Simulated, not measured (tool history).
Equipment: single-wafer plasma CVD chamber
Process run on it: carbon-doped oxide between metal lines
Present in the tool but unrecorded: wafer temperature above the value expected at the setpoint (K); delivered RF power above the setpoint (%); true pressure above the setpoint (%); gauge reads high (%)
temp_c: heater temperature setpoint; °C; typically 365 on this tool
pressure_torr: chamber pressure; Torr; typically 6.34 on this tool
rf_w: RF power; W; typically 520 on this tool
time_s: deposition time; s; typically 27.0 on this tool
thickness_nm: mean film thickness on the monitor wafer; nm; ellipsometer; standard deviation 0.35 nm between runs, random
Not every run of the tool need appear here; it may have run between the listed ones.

run,hour,temp_c,pressure_torr,rf_w,time_s,wafers since the last listed run,hours since the last thermocouple change,hours since the last RF generator calibration,hours since the last manometer calibration,hours since the showerhead was replaced,hours since the gauge calibration,"read-back reference wafer on the same gauge, thickness_nm",thickness_nm
1,0.0,365,6.34,520,29.9,0,2673.5,587.1,391.7,3112.3,1375.3,136.986,159.099
2,57.5,365,6.34,520,29.9,1053,2731.0,644.6,449.2,3169.8,1432.8,137.009,158.701
3,102.0,365,6.34,520,29.2,814,2775.5,689.1,493.7,3214.3,1477.3,136.997,154.422
4,139.8,365,6.34,520,29.2,692,2813.3,726.9,531.5,3252.1,1515.1,137.048,154.562
# hour 190.6: showerhead replaced
5,205.2,365,6.34,520,29.2,1051,2878.7,792.3,596.9,14.6,1580.5,136.978,153.642
# hour 237.9: gauge calibrated
# hour 280.3: RF generator calibrated
6,301.5,365,6.34,520,27.0,1617,2975.0,21.2,693.2,110.9,63.6,136.935,145.874
7,362.5,365,6.69,520,27.0,1117,3036.0,82.2,754.2,171.9,124.6,137.010,145.577
8,417.8,365,6.34,520,28.3,1012,3091.3,137.5,809.5,227.2,179.9,136.990,152.686
9,457.4,365,6.34,520,28.3,725,3130.9,177.1,849.1,266.8,219.5,137.024,151.868
# hour 497.9: thermocouple changed; heater temperature recalibrated
10,535.3,365,6.34,520,28.3,1280,37.4,255.0,927.0,344.7,297.4,137.016,155.192
11,581.5,365,5.13,595,31.4,846,83.6,301.2,973.2,390.9,343.6,136.924,180.662
12,626.6,365,5.91,580,27.0,825,128.7,346.3,1018.3,436.0,388.7,136.996,155.004
13,724.3,378,5.89,520,25.5,1789,226.4,444.0,1116.0,533.7,486.4,136.982,133.966
14,791.5,365,6.34,520,27.0,1230,293.6,511.2,1183.2,600.9,553.6,137.006,146.455
# hour 811.0: capacitance manometer re-zeroed and calibrated
15,890.0,365,6.34,520,27.0,1657,392.1,609.7,79.0,699.4,652.1,137.107,146.068
16,994.8,365,5.71,580,30.0,1919,496.9,714.5,183.8,804.2,756.9,136.962,168.911
17,1047.2,354,6.34,550,27.0,959,549.3,766.9,236.2,856.6,809.3,137.001,153.071
# hour 1058.9: RF generator calibrated
18,1135.3,365,6.34,520,27.0,1466,637.4,76.4,324.3,944.7,897.4,136.978,148.386
19,1232.7,365,6.34,520,27.0,1783,734.8,173.8,421.7,1042.1,994.8,137.107,147.803
20,1281.6,365,5.91,580,27.0,895,783.7,222.7,470.6,1091.0,1043.7,137.001,155.427
21,1340.9,365,5.53,520,24.2,1086,843.0,282.0,529.9,1150.3,1103.0,137.018,131.029
22,1378.3,365,7.31,520,27.0,684,880.4,319.4,567.3,1187.7,1140.4,136.992,148.148
23,1461.6,365,6.34,520,27.0,1525,963.7,402.7,650.6,1271.0,1223.7,137.020,146.623
24,1527.7,373,6.34,485,25.1,1210,1029.8,468.8,716.7,1337.1,1289.8,137.030,128.936
25,1601.1,359,5.62,520,27.0,1344,1103.2,542.2,790.1,1410.5,1363.2,136.943,146.136
26,1686.1,353,6.34,520,30.5,1556,1188.2,627.2,875.1,1495.5,1448.2,136.986,169.493
27,1729.1,354,6.34,550,27.0,787,1231.2,670.2,918.1,1538.5,1491.2,136.938,153.560

Alternative continuations, all from the tool just after run 27; predict every row:
A,1729.5,365,6.34,420,27.0,7,1231.6,670.6,918.5,1538.9,1491.6,?,?
B,1729.5,372,7.86,610,23.6,7,1231.6,670.6,918.5,1538.9,1491.6,?,?
C,1729.5,365,6.34,520,29.0,7,1231.6,670.6,918.5,1538.9,1491.6,?,?
D,1729.5,373,5.76,520,31.4,7,1231.6,670.6,918.5,1538.9,1491.6,?,?
E,1729.5,379,6.34,520,25.6,7,1231.6,670.6,918.5,1538.9,1491.6,?,?

run,"read-back reference wafer on the same gauge, thickness_nm",thickness_nm
A,136.998,128.572
B,136.998,137.370
C,136.998,155.460
D,136.998,163.491
E,136.998,132.982
The same runs, with their run-to-run variation unchanged, on a tool lacking any hidden condition would have given:
run,thickness_nm
A,132.595
B,140.961
C,159.694
D,167.862
E,136.471
